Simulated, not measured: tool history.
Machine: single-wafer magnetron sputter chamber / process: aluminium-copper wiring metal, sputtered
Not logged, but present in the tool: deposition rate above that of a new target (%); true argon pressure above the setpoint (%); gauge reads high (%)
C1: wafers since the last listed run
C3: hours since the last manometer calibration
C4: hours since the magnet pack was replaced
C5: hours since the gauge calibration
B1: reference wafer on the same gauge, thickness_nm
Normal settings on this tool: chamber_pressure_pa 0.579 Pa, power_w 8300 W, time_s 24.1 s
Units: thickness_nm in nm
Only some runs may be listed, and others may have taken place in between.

Run 1, hour 0: usual settings but time_s 26.8 s; C1 0; wafers on the sputter target 7326; C3 2247; C4 6358.5; C5 374.1; B1 286.06. Result: thickness_nm 343.856 nm.
At hour 18.5: sputter target and shields replaced.
Run 2, hour 52.5: usual settings but time_s 26.8 s; C1 1268; wafers on the sputter target 968; C3 2299.5; C4 6411; C5 426.6; B1 285.773. Result: thickness_nm 343.78 nm.
Run 3, hour 91: usual settings; C1 1097; wafers on the sputter target 2065; C3 2338; C4 6449.5; C5 465.1; B1 285.883. Result: thickness_nm 309.497 nm.
Run 4, hour 118.1: usual settings but chamber_pressure_pa 0.641 Pa; C1 772; wafers on the sputter target 2837; C3 2365.1; C4 6476.6; C5 492.2; B1 285.795. Result: thickness_nm 301.074 nm.
Run 5, hour 166.2: usual settings but chamber_pressure_pa 0.641 Pa; C1 1370; wafers on the sputter target 4208; C3 2413.2; C4 6524.7; C5 540.3; B1 286.067. Result: thickness_nm 299.954 nm.
Run 6, hour 191.4: usual settings but chamber_pressure_pa 0.468 Pa; C1 718; wafers on the sputter target 4926; C3 2438.4; C4 6549.9; C5 565.5; B1 285.688. Result: thickness_nm 331.625 nm.
Run 7, hour 244.7: usual settings but chamber_pressure_pa 0.468 Pa; C1 1518; wafers on the sputter target 6445; C3 2491.7; C4 6603.2; C5 618.8; B1 286.045. Result: thickness_nm 329.799 nm.
At hour 279.3: sputter target and shields replaced.
Run 8, hour 310.3: usual settings but chamber_pressure_pa 0.468 Pa; C1 1641; wafers on the sputter target 884; C3 2557.3; C4 6668.8; C5 684.4; B1 285.674. Result: thickness_nm 328.395 nm.
Run 9, hour 351.7: usual settings but chamber_pressure_pa 0.498 Pa; C1 1179; wafers on the sputter target 2064; C3 2598.7; C4 6710.2; C5 725.8; B1 285.992. Result: thickness_nm 322.186 nm.
Run 10, hour 403.6: usual settings but chamber_pressure_pa 0.498 Pa; C1 1478; wafers on the sputter target 3543; C3 2650.6; C4 6762.1; C5 777.7; B1 286.015. Result: thickness_nm 323.499 nm.
Run 11, hour 441.3: usual settings but time_s 25.2 s; C1 1074; wafers on the sputter target 4617; C3 2688.3; C4 6799.8; C5 815.4; B1 285.849. Result: thickness_nm 324.671 nm.
At hour 483.4: magnet pack replaced.
Run 12, hour 508.1: usual settings but time_s 25.2 s; C1 1675; wafers on the sputter target 6293; C3 2755.1; C4 24.7; C5 882.2; B1 286.413. Result: thickness_nm 323.953 nm.
At hour 527.8: sputter target and shields replaced.
At hour 554.9: gauge calibrated.
Run 13, hour 556: usual settings; C1 1136; wafers on the sputter target 802; C3 2803; C4 72.6; C5 1.1; B1 285.794. Result: thickness_nm 310.413 nm.
At hour 580.8: capacitance manometer re-zeroed and calibrated.
Run 14, hour 603.9: usual settings; C1 1136; wafers on the sputter target 1939; C3 23.1; C4 120.5; C5 49; B1 285.954. Result: thickness_nm 311.568 nm.
Run 15, hour 653.2: usual settings but chamber_pressure_pa 0.641 Pa; C1 1404; wafers on the sputter target 3344; C3 72.4; C4 169.8; C5 98.3; B1 286.399. Result: thickness_nm 299.722 nm.
Run 16, hour 717.1: usual settings but chamber_pressure_pa 0.67 Pa, power_w 9200 W, time_s 22 s; C1 1820; wafers on the sputter target 5165; C3 136.3; C4 233.7; C5 162.2; B1 285.739. Result: thickness_nm 298.54 nm.
At hour 753: sputter target and shields replaced.
Run 17, hour 774.2: usual settings but chamber_pressure_pa 0.498 Pa; C1 1399; wafers on the sputter target 604; C3 193.4; C4 290.8; C5 219.3; B1 286.272. Result: thickness_nm 323.458 nm.
Run 18, hour 811.2: usual settings but chamber_pressure_pa 0.747 Pa, power_w 7000 W; C1 1054; wafers on the sputter target 1658; C3 230.4; C4 327.8; C5 256.3; B1 285.662. Result: thickness_nm 241.027 nm.
Run 19, hour 861.4: usual settings but chamber_pressure_pa 0.503 Pa, power_w 7400 W, time_s 22.6 s; C1 1430; wafers on the sputter target 3089; C3 280.6; C4 378; C5 306.5; B1 286.108. Result: thickness_nm 269.282 nm.
Run 20, hour 896.6: usual settings but chamber_pressure_pa 0.473 Pa, time_s 25.6 s; C1 1003; wafers on the sputter target 4092; C3 315.8; C4 413.2; C5 341.7; B1 285.908. Result: thickness_nm 349.4 nm.
Run 21, hour 996.7: usual settings; C1 2852; wafers on the sputter target 6944; C3 415.9; C4 513.3; C5 441.8; B1 285.945. Result: thickness_nm 309.508 nm.

Expected results for the next run?
At hour 1016.1: sputter target and shields replaced.
Run 22, hour 1049: usual settings but chamber_pressure_pa 0.384 Pa, power_w 9000 W, time_s 27.6 s; C1 1262; wafers on the sputter target 937; C3 468.2; C4 565.6; C5 494.1; B1 ?. Result: thickness_nm ?.

{"run 22": {"B1": 286.178, "thickness_nm": 428.495}}
On a tool with no hidden condition, and with the same random variation, this run would have come out at thickness_nm 428.495 nm.
